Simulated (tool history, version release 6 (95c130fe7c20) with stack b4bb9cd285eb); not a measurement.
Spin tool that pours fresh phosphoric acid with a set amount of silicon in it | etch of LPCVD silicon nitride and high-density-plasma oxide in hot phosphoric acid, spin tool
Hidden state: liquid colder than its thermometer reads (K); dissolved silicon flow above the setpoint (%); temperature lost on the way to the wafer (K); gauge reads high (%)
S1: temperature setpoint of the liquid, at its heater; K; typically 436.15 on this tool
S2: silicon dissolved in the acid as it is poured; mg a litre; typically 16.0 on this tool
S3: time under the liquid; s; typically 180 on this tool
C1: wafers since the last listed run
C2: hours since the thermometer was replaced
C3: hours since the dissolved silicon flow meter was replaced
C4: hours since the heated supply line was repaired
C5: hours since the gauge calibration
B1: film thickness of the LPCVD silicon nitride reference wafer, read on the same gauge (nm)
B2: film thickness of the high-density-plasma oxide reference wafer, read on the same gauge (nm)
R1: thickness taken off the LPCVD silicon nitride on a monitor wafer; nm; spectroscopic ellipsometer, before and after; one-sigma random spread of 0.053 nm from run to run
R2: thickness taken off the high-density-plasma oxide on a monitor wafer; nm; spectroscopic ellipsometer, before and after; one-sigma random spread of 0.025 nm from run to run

{"run": 1, "hour": 0.0, "S1": 436.15, "S2": 16.0, "S3": 180, "C1": 0, "C2": 1207.3, "C3": 1163.3, "C4": 3658.9, "C5": 724.4, "B1": 50.0, "B2": 120.036, "R1": 15.11, "R2": 0.254}
{"run": 2, "hour": 65.5, "S1": 436.15, "S2": 16.0, "S3": 180, "C1": 387, "C2": 1272.8, "C3": 1228.8, "C4": 3724.4, "C5": 789.9, "B1": 50.0, "B2": 120.001, "R1": 15.0, "R2": 0.305}
{"run": 3, "hour": 120.5, "S1": 436.15, "S2": 16.0, "S3": 180, "C1": 325, "C2": 1327.8, "C3": 1283.8, "C4": 3779.4, "C5": 844.9, "B1": 50.01, "B2": 119.979, "R1": 14.9, "R2": 0.242}
{"hour": 147.0, "done": "heated supply line repaired"}
{"run": 4, "hour": 169.8, "S1": 436.15, "S2": 16.0, "S3": 180, "C1": 285, "C2": 1377.1, "C3": 1333.1, "C4": 22.8, "C5": 894.2, "B1": 49.98, "B2": 119.965, "R1": 16.75, "R2": 0.321}
{"hour": 187.2, "done": "gauge calibrated"}
{"hour": 198.8, "done": "thermometer replaced"}
{"hour": 231.2, "done": "dissolved silicon flow meter replaced"}
{"run": 5, "hour": 231.7, "S1": 436.15, "S2": 16.0, "S3": 180, "C1": 354, "C2": 32.9, "C3": 0.5, "C4": 84.7, "C5": 44.5, "B1": 50.0, "B2": 120.007, "R1": 16.76, "R2": 0.337}
{"run": 6, "hour": 281.7, "S1": 436.15, "S2": 11.5, "S3": 205, "C1": 295, "C2": 82.9, "C3": 50.5, "C4": 134.7, "C5": 94.5, "B1": 50.02, "B2": 120.03, "R1": 19.08, "R2": 0.479}
{"run": 7, "hour": 312.5, "S1": 436.15, "S2": 11.5, "S3": 205, "C1": 182, "C2": 113.7, "C3": 81.3, "C4": 165.5, "C5": 125.3, "B1": 49.98, "B2": 120.014, "R1": 18.97, "R2": 0.512}
{"run": 8, "hour": 351.4, "S1": 436.15, "S2": 16.0, "S3": 180, "C1": 229, "C2": 152.6, "C3": 120.2, "C4": 204.4, "C5": 164.2, "B1": 49.99, "B2": 120.047, "R1": 16.68, "R2": 0.342}
{"run": 9, "hour": 389.7, "S1": 437.65, "S2": 28.0, "S3": 270, "C1": 226, "C2": 190.9, "C3": 158.5, "C4": 242.7, "C5": 202.5, "B1": 49.99, "B2": 119.995, "R1": 26.48, "R2": 0.423}
{"run": 10, "hour": 454.7, "S1": 436.15, "S2": 16.0, "S3": 180, "C1": 384, "C2": 255.9, "C3": 223.5, "C4": 307.7, "C5": 267.5, "B1": 50.02, "B2": 120.024, "R1": 16.69, "R2": 0.395}
{"run": 11, "hour": 480.3, "S1": 434.15, "S2": 23.0, "S3": 180, "C1": 151, "C2": 281.5, "C3": 249.1, "C4": 333.3, "C5": 293.1, "B1": 49.99, "B2": 120.008, "R1": 15.55, "R2": 0.239}
{"run": 12, "hour": 510.3, "S1": 434.15, "S2": 23.0, "S3": 180, "C1": 177, "C2": 311.5, "C3": 279.1, "C4": 363.3, "C5": 323.1, "B1": 50.0, "B2": 119.966, "R1": 15.46, "R2": 0.232}
{"run": 13, "hour": 574.5, "S1": 437.65, "S2": 26.5, "S3": 285, "C1": 379, "C2": 375.7, "C3": 343.3, "C4": 427.5, "C5": 387.3, "B1": 50.03, "B2": 119.993, "R1": 27.68, "R2": 0.462}
{"run": 14, "hour": 638.2, "S1": 437.65, "S2": 26.5, "S3": 285, "C1": 376, "C2": 439.4, "C3": 407.0, "C4": 491.2, "C5": 451.0, "B1": 50.01, "B2": 120.005, "R1": 27.63, "R2": 0.449}
{"run": 15, "hour": 683.9, "S1": 436.15, "S2": 16.0, "S3": 180, "C1": 270, "C2": 485.1, "C3": 452.7, "C4": 536.9, "C5": 496.7, "B1": 50.03, "B2": 120.024, "R1": 16.54, "R2": 0.355}
{"run": 16, "hour": 728.9, "S1": 438.15, "S2": 11.0, "S3": 180, "C1": 265, "C2": 530.1, "C3": 497.7, "C4": 581.9, "C5": 541.7, "B1": 50.0, "B2": 119.994, "R1": 17.64, "R2": 0.443}
{"run": 17, "hour": 772.9, "S1": 436.15, "S2": 16.0, "S3": 205, "C1": 260, "C2": 574.1, "C3": 541.7, "C4": 625.9, "C5": 585.7, "B1": 49.98, "B2": 119.967, "R1": 18.79, "R2": 0.428}
{"run": 18, "hour": 823.2, "S1": 436.15, "S2": 25.0, "S3": 260, "C1": 297, "C2": 624.4, "C3": 592.0, "C4": 676.2, "C5": 636.0, "B1": 50.01, "B2": 120.018, "R1": 24.0, "R2": 0.383}
{"run": 19, "hour": 875.0, "S1": 438.15, "S2": 22.0, "S3": 180, "C1": 306, "C2": 676.2, "C3": 643.8, "C4": 728.0, "C5": 687.8, "B1": 49.99, "B2": 119.971, "R1": 17.63, "R2": 0.321}
{"run": 20, "hour": 932.0, "S1": 438.15, "S2": 16.0, "S3": 100, "C1": 336, "C2": 733.2, "C3": 700.8, "C4": 785.0, "C5": 744.8, "B1": 50.01, "B2": 120.041, "R1": 9.77, "R2": 0.208}
{"hour": 949.6, "done": "gauge calibrated"}
{"run": 21, "hour": 958.3, "S1": 436.15, "S2": 16.0, "S3": 115, "C1": 155, "C2": 759.5, "C3": 727.1, "C4": 811.3, "C5": 8.7, "B1": 50.0, "B2": 119.995, "R1": 10.48, "R2": 0.2}

Below are 4 alternative next runs, each starting from the tool's condition after run 21. Predict each:
{"run": "A", "hour": 958.8, "S1": 436.15, "S2": 16.0, "S3": 180, "C1": 2, "C2": 760.0, "C3": 727.6, "C4": 811.8, "C5": 9.2, "B1": "?", "B2": "?", "R1": "?", "R2": "?"}
{"run": "B", "hour": 958.8, "S1": 437.15, "S2": 16.0, "S3": 240, "C1": 2, "C2": 760.0, "C3": 727.6, "C4": 811.8, "C5": 9.2, "B1": "?", "B2": "?", "R1": "?", "R2": "?"}
{"run": "C", "hour": 958.8, "S1": 436.15, "S2": 16.0, "S3": 265, "C1": 2, "C2": 760.0, "C3": 727.6, "C4": 811.8, "C5": 9.2, "B1": "?", "B2": "?", "R1": "?", "R2": "?"}
{"run": "D", "hour": 958.8, "S1": 434.65, "S2": 16.0, "S3": 180, "C1": 2, "C2": 760.0, "C3": 727.6, "C4": 811.8, "C5": 9.2, "B1": "?", "B2": "?", "R1": "?", "R2": "?"}

run=A B1=49.99 B2=119.994 R1=16.43 R2=0.352
run=B B1=49.99 B2=119.994 R1=22.65 R2=0.505
run=C B1=49.99 B2=119.994 R1=24.19 R2=0.518
run=D B1=49.99 B2=119.994 R1=15.63 R2=0.315
Stripped of hidden state, with their random variation kept, the same runs would have yielded:
run=A R1=16.77 R2=0.368
run=B R1=23.11 R2=0.528
run=C R1=24.69 R2=0.542
run=D R1=15.96 R2=0.330

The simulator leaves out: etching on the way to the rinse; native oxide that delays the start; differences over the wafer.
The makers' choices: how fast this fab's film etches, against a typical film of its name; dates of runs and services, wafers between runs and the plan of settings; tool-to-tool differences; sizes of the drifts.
